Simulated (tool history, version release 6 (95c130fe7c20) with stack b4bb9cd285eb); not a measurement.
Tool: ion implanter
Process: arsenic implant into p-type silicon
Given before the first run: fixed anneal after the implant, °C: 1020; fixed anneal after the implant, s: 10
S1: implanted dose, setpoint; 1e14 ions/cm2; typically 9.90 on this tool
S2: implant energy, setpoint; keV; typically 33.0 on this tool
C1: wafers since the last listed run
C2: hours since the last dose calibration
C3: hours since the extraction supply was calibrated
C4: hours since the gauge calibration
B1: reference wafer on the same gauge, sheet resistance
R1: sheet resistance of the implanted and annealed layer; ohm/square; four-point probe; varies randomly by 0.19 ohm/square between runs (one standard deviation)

run,hour,S1,S2,C1,C2,C3,C4,B1,R1
1,0.0,9.90,33.0,0,140.9,2937.6,434.8,148.97,126.50
2,24.5,9.90,33.0,268,165.4,2962.1,459.3,148.95,126.44
3,42.2,11.42,41.5,194,183.1,2979.8,477.0,149.04,109.75
4,74.2,11.42,41.5,351,215.1,3011.8,509.0,148.95,109.62
5,92.4,11.42,41.5,199,233.3,3030.0,527.2,149.02,109.63
6,120.4,10.72,33.0,307,261.3,3058.0,555.2,148.97,120.87
7,139.5,10.72,33.0,209,280.4,3077.1,574.3,149.04,120.94
8,163.3,10.72,33.0,261,304.2,3100.9,598.1,148.98,121.00
9,194.7,8.17,39.0,344,335.6,3132.3,629.5,149.01,139.38
10,215.6,8.17,39.0,229,356.5,3153.2,650.4,149.01,139.73
11,240.4,8.17,39.0,272,381.3,3178.0,675.2,149.03,139.86
12,274.3,11.10,27.0,371,415.2,3211.9,709.1,149.02,126.13
13,287.2,9.90,33.0,141,428.1,3224.8,722.0,148.96,127.47
# hour 305.1: gauge calibrated
14,317.0,9.90,33.0,326,457.9,3254.6,11.9,149.04,127.96
15,344.2,9.90,33.0,298,485.1,3281.8,39.1,149.07,127.60
16,379.0,9.90,33.0,381,519.9,3316.6,73.9,149.03,127.95
17,415.0,8.26,37.5,394,555.9,3352.6,109.9,148.98,140.90
18,431.4,7.15,27.0,179,572.3,3369.0,126.3,148.93,166.93
# hour 447.4: extraction supply calibrated
19,466.5,7.04,38.5,297,607.4,19.1,161.4,148.92,158.28
# hour 498.2: Faraday cup replaced and dose calibrated
20,498.7,12.44,41.0,265,0.5,51.3,193.6,149.01,104.89
21,522.9,8.28,41.5,265,24.7,75.5,217.8,148.97,134.96
22,541.4,9.90,33.0,202,43.2,94.0,236.3,148.99,125.51
23,575.1,9.90,33.0,369,76.9,127.7,270.0,148.95,126.31
24,596.3,9.90,33.0,232,98.1,148.9,291.2,149.01,126.38
25,630.6,9.14,41.0,376,132.4,183.2,325.5,148.99,126.59
26,666.2,7.90,26.0,390,168.0,218.8,361.1,148.94,154.34
27,693.2,9.90,25.0,296,195.0,245.8,388.1,149.01,135.36
28,714.3,12.66,43.0,231,216.1,266.9,409.2,149.03,102.51
29,735.4,12.29,30.0,231,237.2,288.0,430.3,149.04,115.31
30,751.6,9.90,29.0,177,253.4,304.2,446.5,149.01,130.59

Hidden state, per run?
deviation of the true energy from its setpoint, %: 0 at every run
gauge reads high (%): 0 at every run
H1: deviation of the true dose from the Faraday cup's reading, %
run,H1
1,-0.335
2,-0.396
3,-0.447
4,-0.551
5,-0.617
6,-0.73
7,-0.815
8,-0.928
9,-1.09
10,-1.21
11,-1.36
12,-1.58
13,-1.67
14,-1.88
15,-2.09
16,-2.38
17,-2.7
18,-2.85
19,-3.18
20,0.174
21,0.169
22,0.159
23,0.126
24,0.0953
25,0.0307
26,-0.0566
27,-0.137
28,-0.207
29,-0.286
30,-0.35
